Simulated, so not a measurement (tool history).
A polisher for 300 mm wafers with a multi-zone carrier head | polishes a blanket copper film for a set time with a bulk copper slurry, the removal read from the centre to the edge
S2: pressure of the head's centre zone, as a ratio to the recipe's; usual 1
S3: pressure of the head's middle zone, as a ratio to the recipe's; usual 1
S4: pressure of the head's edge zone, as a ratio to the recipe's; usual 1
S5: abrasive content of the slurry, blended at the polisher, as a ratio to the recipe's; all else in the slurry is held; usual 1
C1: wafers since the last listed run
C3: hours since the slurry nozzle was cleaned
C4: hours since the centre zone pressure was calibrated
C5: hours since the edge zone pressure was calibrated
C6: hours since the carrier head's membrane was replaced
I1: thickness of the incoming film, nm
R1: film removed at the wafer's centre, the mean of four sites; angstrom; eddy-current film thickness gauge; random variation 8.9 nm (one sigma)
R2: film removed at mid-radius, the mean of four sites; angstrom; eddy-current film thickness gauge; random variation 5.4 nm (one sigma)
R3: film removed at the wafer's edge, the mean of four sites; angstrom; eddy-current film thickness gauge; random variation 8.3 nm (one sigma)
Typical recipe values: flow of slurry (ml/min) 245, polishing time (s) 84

{"run": 1, "day": 0.0, "flow of slurry (ml/min)": 270, "S2": 0.95, "S3": 0.92, "S4": 1, "S5": 1, "polishing time (s)": 58, "C1": 0, "wafers polished on this pad": 540, "C3": 201.2, "C4": 731.6, "C5": 889.8, "C6": 140.3, "I1": 3577.3, "R1": 4591, "R2": 4691, "R3": 4950}
{"day": 0.642, "done": "centre zone pressure recalibrated"}
{"run": 2, "day": 1.233, "flow of slurry (ml/min)": 245, "S2": 1, "S3": 1, "S4": 1, "S5": 1, "polishing time (s)": 84, "C1": 158, "wafers polished on this pad": 699, "C3": 230.8, "C4": 14.2, "C5": 919.4, "C6": 169.9, "I1": 3531.7, "R1": 6933, "R2": 7057, "R3": 6907}
{"run": 3, "day": 1.767, "flow of slurry (ml/min)": 245, "S2": 1, "S3": 1.08, "S4": 1, "S5": 1, "polishing time (s)": 84, "C1": 73, "wafers polished on this pad": 773, "C3": 243.6, "C4": 27, "C5": 932.2, "C6": 182.7, "I1": 3641.2, "R1": 7054, "R2": 7622, "R3": 6956}
{"run": 4, "day": 2.962, "flow of slurry (ml/min)": 245, "S2": 1, "S3": 1, "S4": 1, "S5": 1, "polishing time (s)": 84, "C1": 165, "wafers polished on this pad": 938, "C3": 272.3, "C4": 55.7, "C5": 960.9, "C6": 211.4, "I1": 3585.3, "R1": 6744, "R2": 6986, "R3": 6892}
{"run": 5, "day": 3.525, "flow of slurry (ml/min)": 245, "S2": 1, "S3": 1.1, "S4": 0.96, "S5": 0.8, "polishing time (s)": 84, "C1": 77, "wafers polished on this pad": 1015, "C3": 285.8, "C4": 69.2, "C5": 974.4, "C6": 224.9, "I1": 3560.6, "R1": 6448, "R2": 7106, "R3": 6261}
{"run": 6, "day": 4.542, "flow of slurry (ml/min)": 245, "S2": 1, "S3": 1, "S4": 1, "S5": 1, "polishing time (s)": 84, "C1": 140, "wafers polished on this pad": 1156, "C3": 310.2, "C4": 93.6, "C5": 998.8, "C6": 249.3, "I1": 3638.7, "R1": 6951, "R2": 6961, "R3": 6908}
{"run": 7, "day": 5.525, "flow of slurry (ml/min)": 245, "S2": 1, "S3": 1.08, "S4": 1, "S5": 1, "polishing time (s)": 112, "C1": 135, "wafers polished on this pad": 1291, "C3": 333.8, "C4": 117.2, "C5": 1022.4, "C6": 272.9, "I1": 3604.2, "R1": 9052, "R2": 10005, "R3": 9420}
{"day": 6.717, "done": "worn pad replaced by a new one, of another model than before"}
{"run": 8, "day": 6.738, "flow of slurry (ml/min)": 170, "S2": 0.97, "S3": 1, "S4": 1.05, "S5": 1, "polishing time (s)": 104, "C1": 144, "wafers polished on this pad": 2, "C3": 362.9, "C4": 146.3, "C5": 1051.5, "C6": 302, "I1": 3616.4, "R1": 8139, "R2": 8538, "R3": 8716}
{"day": 7.525, "done": "edge zone pressure recalibrated"}
{"run": 9, "day": 8.183, "flow of slurry (ml/min)": 190, "S2": 1, "S3": 1, "S4": 1.04, "S5": 0.85, "polishing time (s)": 101, "C1": 188, "wafers polished on this pad": 190, "C3": 397.6, "C4": 181, "C5": 15.8, "C6": 336.7, "I1": 3586.9, "R1": 7690, "R2": 8039, "R3": 8138}
{"run": 10, "day": 9.025, "flow of slurry (ml/min)": 245, "S2": 1, "S3": 1, "S4": 1, "S5": 1, "polishing time (s)": 84, "C1": 116, "wafers polished on this pad": 306, "C3": 417.8, "C4": 201.2, "C5": 36, "C6": 356.9, "I1": 3622.6, "R1": 7078, "R2": 7170, "R3": 7205}
{"run": 11, "day": 10.154, "flow of slurry (ml/min)": 245, "S2": 1, "S3": 1, "S4": 0.92, "S5": 0.9, "polishing time (s)": 84, "C1": 155, "wafers polished on this pad": 462, "C3": 444.9, "C4": 228.3, "C5": 63.1, "C6": 384, "I1": 3605.5, "R1": 6826, "R2": 6972, "R3": 6594}
{"run": 12, "day": 11.012, "flow of slurry (ml/min)": 245, "S2": 0.91, "S3": 1, "S4": 1.06, "S5": 1.2, "polishing time (s)": 60, "C1": 118, "wafers polished on this pad": 581, "C3": 465.5, "C4": 248.9, "C5": 83.7, "C6": 404.6, "I1": 3575.8, "R1": 4890, "R2": 5392, "R3": 5576}
{"run": 13, "day": 12.433, "flow of slurry (ml/min)": 245, "S2": 1, "S3": 1, "S4": 1, "S5": 1, "polishing time (s)": 84, "C1": 196, "wafers polished on this pad": 777, "C3": 499.6, "C4": 283, "C5": 117.8, "C6": 438.7, "I1": 3625.6, "R1": 6951, "R2": 7179, "R3": 6995}
{"run": 14, "day": 15.008, "flow of slurry (ml/min)": 245, "S2": 1, "S3": 1, "S4": 1, "S5": 1, "polishing time (s)": 84, "C1": 355, "wafers polished on this pad": 1132, "C3": 561.4, "C4": 344.8, "C5": 179.6, "C6": 500.5, "I1": 3583.9, "R1": 7107, "R2": 7170, "R3": 7148}
{"run": 15, "day": 15.792, "flow of slurry (ml/min)": 245, "S2": 1, "S3": 1, "S4": 1, "S5": 1, "polishing time (s)": 57, "C1": 108, "wafers polished on this pad": 1240, "C3": 580.2, "C4": 363.6, "C5": 198.4, "C6": 519.3, "I1": 3590.3, "R1": 4789, "R2": 4874, "R3": 4862}
{"day": 15.938, "done": "slurry nozzle cleaned"}
{"run": 16, "day": 16.612, "flow of slurry (ml/min)": 295, "S2": 1.06, "S3": 1.09, "S4": 1, "S5": 1, "polishing time (s)": 84, "C1": 107, "wafers polished on this pad": 1348, "C3": 16.2, "C4": 383.3, "C5": 218.1, "C6": 539, "I1": 3626, "R1": 7859, "R2": 8116, "R3": 7333}
{"day": 17.279, "done": "worn pad replaced by a new one"}
{"run": 17, "day": 17.308, "flow of slurry (ml/min)": 305, "S2": 1, "S3": 1, "S4": 0.89, "S5": 1, "polishing time (s)": 95, "C1": 73, "wafers polished on this pad": 3, "C3": 32.9, "C4": 400, "C5": 234.8, "C6": 555.7, "I1": 3597.5, "R1": 8443, "R2": 8562, "R3": 7834}
{"run": 18, "day": 18.162, "flow of slurry (ml/min)": 245, "S2": 1, "S3": 1, "S4": 1, "S5": 1, "polishing time (s)": 93, "C1": 117, "wafers polished on this pad": 121, "C3": 53.4, "C4": 420.5, "C5": 255.3, "C6": 576.2, "I1": 3602.8, "R1": 7997, "R2": 8228, "R3": 7894}
{"run": 19, "day": 19.012, "flow of slurry (ml/min)": 205, "S2": 1.1, "S3": 1, "S4": 1, "S5": 1, "polishing time (s)": 103, "C1": 117, "wafers polished on this pad": 238, "C3": 73.8, "C4": 440.9, "C5": 275.7, "C6": 596.6, "I1": 3564.1, "R1": 9699, "R2": 8803, "R3": 8534}
{"run": 20, "day": 20.458, "flow of slurry (ml/min)": 245, "S2": 1, "S3": 1, "S4": 1, "S5": 1, "polishing time (s)": 84, "C1": 199, "wafers polished on this pad": 438, "C3": 108.5, "C4": 475.6, "C5": 310.4, "C6": 631.3, "I1": 3592.7, "R1": 7229, "R2": 7344, "R3": 7129}

Here are 5 independent what-if runs from the current tool condition. What would each one return?
{"run": "A", "day": 20.479, "flow of slurry (ml/min)": 245, "S2": 1, "S3": 1, "S4": 1, "S5": 1, "polishing time (s)": 84, "C1": 2, "wafers polished on this pad": 441, "C3": 109, "C4": 476.1, "C5": 310.9, "C6": 631.8, "I1": 3555.9, "R1": "?", "R2": "?", "R3": "?"}
{"run": "B", "day": 20.479, "flow of slurry (ml/min)": 160, "S2": 1.04, "S3": 1, "S4": 0.91, "S5": 1, "polishing time (s)": 84, "C1": 2, "wafers polished on this pad": 441, "C3": 109, "C4": 476.1, "C5": 310.9, "C6": 631.8, "I1": 3555.9, "R1": "?", "R2": "?", "R3": "?"}
{"run": "C", "day": 20.479, "flow of slurry (ml/min)": 245, "S2": 1, "S3": 1.12, "S4": 1, "S5": 1, "polishing time (s)": 84, "C1": 2, "wafers polished on this pad": 441, "C3": 109, "C4": 476.1, "C5": 310.9, "C6": 631.8, "I1": 3555.9, "R1": "?", "R2": "?", "R3": "?"}
{"run": "D", "day": 20.479, "flow of slurry (ml/min)": 245, "S2": 1, "S3": 1, "S4": 0.88, "S5": 1, "polishing time (s)": 64, "C1": 2, "wafers polished on this pad": 441, "C3": 109, "C4": 476.1, "C5": 310.9, "C6": 631.8, "I1": 3555.9, "R1": "?", "R2": "?", "R3": "?"}
{"run": "E", "day": 20.479, "flow of slurry (ml/min)": 275, "S2": 1, "S3": 1.05, "S4": 1.09, "S5": 0.8, "polishing time (s)": 84, "C1": 2, "wafers polished on this pad": 441, "C3": 109, "C4": 476.1, "C5": 310.9, "C6": 631.8, "I1": 3555.9, "R1": "?", "R2": "?", "R3": "?"}

run=A R1=7297 R2=7318 R3=7080
run=B R1=7267 R2=7037 R3=6581
run=C R1=7303 R2=8059 R3=7068
run=D R1=5559 R2=5576 R3=5081
run=E R1=6829 R2=7126 R3=6880
Without the tool's hidden state the same runs would have given:
run=A R1=7468 R2=7472 R3=7191
run=B R1=7486 R2=7227 R3=6710
run=C R1=7474 R2=8229 R3=7179
run=D R1=5690 R2=5694 R3=5160
run=E R1=6977 R2=7265 R3=6981
